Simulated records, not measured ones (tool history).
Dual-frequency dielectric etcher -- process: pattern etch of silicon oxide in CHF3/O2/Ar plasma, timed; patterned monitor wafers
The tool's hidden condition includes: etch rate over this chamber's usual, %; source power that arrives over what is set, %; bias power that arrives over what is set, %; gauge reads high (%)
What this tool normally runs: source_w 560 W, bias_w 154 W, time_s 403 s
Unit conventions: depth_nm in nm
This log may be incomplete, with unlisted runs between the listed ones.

run,hour,source_w,bias_w,time_s,wafers since the last listed run,hours since the last wet clean,hours since the last source power generator calibration,hours since the last bias power generator calibration,hours since the last upper electrode change,hours since the gauge calibration,"read-back reference wafer on the same gauge, depth_nm",depth_nm
1,0,560,154,403,0,185.9,4209.4,1739,3539.4,1009.8,801.3,812.9
2,44.3,560,154,403,223,230.2,4253.7,1783.3,3583.7,1054.1,802.2,813.2
3,101.9,560,154,336,290,287.8,4311.3,1840.9,3641.3,1111.7,801.8,681.6
4,136.9,560,126,459,176,322.8,4346.3,1875.9,3676.3,1146.7,800.3,842.3
# hour 220.7: wet clean of the chamber
5,221.2,560,154,403,303,0.5,4430.6,1960.2,3760.6,1231,800.4,852.1
6,257.3,600,154,403,181,36.6,4466.7,1996.3,3796.7,1267.1,799.3,867.4
7,290.1,600,154,403,165,69.4,4499.5,2029.1,3829.5,1299.9,801.1,867.2
8,323.7,480,154,403,169,103,4533.1,2062.7,3863.1,1333.5,800.9,804.5
# hour 370.8: wet clean of the chamber, repeated, since the last time left the tool worse
# hour 479.2: upper electrode replaced
9,479.7,560,165,403,544,108.9,4689.1,2218.7,0.5,1489.5,800.8,841.3
10,488,560,165,403,41,117.2,4697.4,2227,8.8,1497.8,800.4,838.1
# hour 531.8: gauge calibrated
11,556.6,430,154,403,345,185.8,4766,2295.6,77.4,24.8,801.9,741.3
12,589.4,670,144,446,165,218.6,4798.8,2328.4,110.2,57.6,799.4,927.4
13,659.1,520,154,403,351,288.3,4868.5,2398.1,179.9,127.3,802.2,800.8
# hour 756.2: wet clean of the chamber
14,756.7,450,173,354,370,0.5,4966.1,2495.7,277.5,224.9,800,698.5
# hour 762.1: source power generator calibrated
15,786,560,154,403,127,29.8,23.9,2525,306.8,254.2,801,805.7
# hour 822.6: bias power generator calibrated
16,834,560,154,403,221,77.8,71.9,11.4,354.8,302.2,800.2,809.9
17,876.5,470,154,403,214,120.3,114.4,53.9,397.3,344.7,802.1,765.7
18,1016.9,560,190,443.5,707,260.7,254.8,194.3,537.7,485.1,800.5,1006.7
19,1055.7,510,182,348,195,299.5,293.6,233.1,576.5,523.9,801,748.8
20,1120.5,560,167,511.5,326,364.3,358.4,297.9,641.3,588.7,800.9,1091
# hour 1155.9: wet clean of the chamber
21,1180.9,600,188,456.5,183,25,418.8,358.3,701.7,649.1,799.8,1037.6

Give the tool's hidden conditions for every run:
source power that arrives over what is set, %: 0, the same for each run
bias power that arrives over what is set, %: 0, the same for each run
gauge reads high (%): 0, the same for each run
H1: etch rate over this chamber's usual, %
run,H1
1,1.08
2,1.44
3,1.92
4,2.21
5,5.7
6,6
7,6.27
8,6.55
9,0.554
10,0.622
11,1.19
12,1.46
13,2.03
14,0.0935
15,0.335
16,0.73
17,1.08
18,2.23
19,2.55
20,3.09
21,0.0454

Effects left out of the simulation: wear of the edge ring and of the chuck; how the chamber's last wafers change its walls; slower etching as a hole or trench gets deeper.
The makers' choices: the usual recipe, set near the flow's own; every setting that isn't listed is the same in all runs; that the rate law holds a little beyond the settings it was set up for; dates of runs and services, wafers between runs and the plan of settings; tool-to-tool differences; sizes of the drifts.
